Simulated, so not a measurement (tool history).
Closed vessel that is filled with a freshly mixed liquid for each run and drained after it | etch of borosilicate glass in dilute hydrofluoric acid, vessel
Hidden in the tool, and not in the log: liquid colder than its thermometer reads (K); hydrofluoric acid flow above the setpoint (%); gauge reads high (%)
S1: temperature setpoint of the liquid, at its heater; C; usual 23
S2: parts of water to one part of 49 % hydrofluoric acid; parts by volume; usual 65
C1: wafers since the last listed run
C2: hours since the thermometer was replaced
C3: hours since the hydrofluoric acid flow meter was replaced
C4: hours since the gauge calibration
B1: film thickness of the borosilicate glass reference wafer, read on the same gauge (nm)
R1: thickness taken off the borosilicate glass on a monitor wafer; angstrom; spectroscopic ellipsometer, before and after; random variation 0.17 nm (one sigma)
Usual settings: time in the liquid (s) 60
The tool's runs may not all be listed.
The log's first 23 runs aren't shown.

Run 24, hour 1191.4: usual settings but S1 21 C, time in the liquid (s) 40; C1 6638; C2 71.1; C3 312.8; C4 218.3; B1 70.02. Result: R1 208.3 angstrom.
Run 25, hour 1239.2: usual settings; C1 4513; C2 118.9; C3 360.6; C4 266.1; B1 70.01. Result: R1 337.8 angstrom.
Run 26, hour 1264.3: usual settings but S2 80 parts by volume; C1 2370; C2 144; C3 385.7; C4 291.2; B1 70.03. Result: R1 270.8 angstrom.
Run 27, hour 1323.9: usual settings but time in the liquid (s) 40; C1 5627; C2 203.6; C3 445.3; C4 350.8; B1 70.02. Result: R1 226.9 angstrom.
Run 28, hour 1385.9: usual settings; C1 5854; C2 265.6; C3 507.3; C4 412.8; B1 69.97. Result: R1 342.7 angstrom.
Run 29, hour 1416.5: usual settings but S1 19.5 C, S2 95 parts by volume; C1 2889; C2 296.2; C3 537.9; C4 443.4; B1 70.05. Result: R1 194.4 angstrom.
Run 30, hour 1442.6: usual settings but S2 80 parts by volume, time in the liquid (s) 80; C1 2464; C2 322.3; C3 564; C4 469.5; B1 70. Result: R1 361.6 angstrom.
Run 31, hour 1513.5: usual settings but S1 19.5 C, S2 80 parts by volume, time in the liquid (s) 45; C1 6694; C2 393.2; C3 634.9; C4 540.4; B1 70. Result: R1 176.2 angstrom.
Run 32, hour 1553.8: usual settings but S1 20 C, S2 75 parts by volume; C1 3805; C2 433.5; C3 675.2; C4 580.7; B1 70.01. Result: R1 255.1 angstrom.
Run 33, hour 1583.9: usual settings but S2 85 parts by volume; C1 2842; C2 463.6; C3 705.3; C4 610.8; B1 70.05. Result: R1 252.4 angstrom.
Run 34, hour 1654.5: usual settings but S1 21.5 C, S2 45 parts by volume, time in the liquid (s) 85; C1 6666; C2 534.2; C3 775.9; C4 681.4; B1 70.03. Result: R1 668.9 angstrom.

Forecast each of these 3 alternatives for the next run:
Run A, hour 1655.2: usual settings but S1 26 C; C1 66; C2 534.9; C3 776.6; C4 682.1; B1 ?. Result: R1 ?.
Run B, hour 1655.2: usual settings but time in the liquid (s) 35; C1 66; C2 534.9; C3 776.6; C4 682.1; B1 ?. Result: R1 ?.
Run C, hour 1655.2: usual settings but S1 26.5 C, S2 75 parts by volume, time in the liquid (s) 50; C1 66; C2 534.9; C3 776.6; C4 682.1; B1 ?. Result: R1 ?.

run     B1     R1
  A  70.02  381.2
  B  70.02  196.9
  C  70.02  277.1
Without the tool's hidden state the same runs would have given:
run     R1
  A  386.6
  B  199.7
  C    281
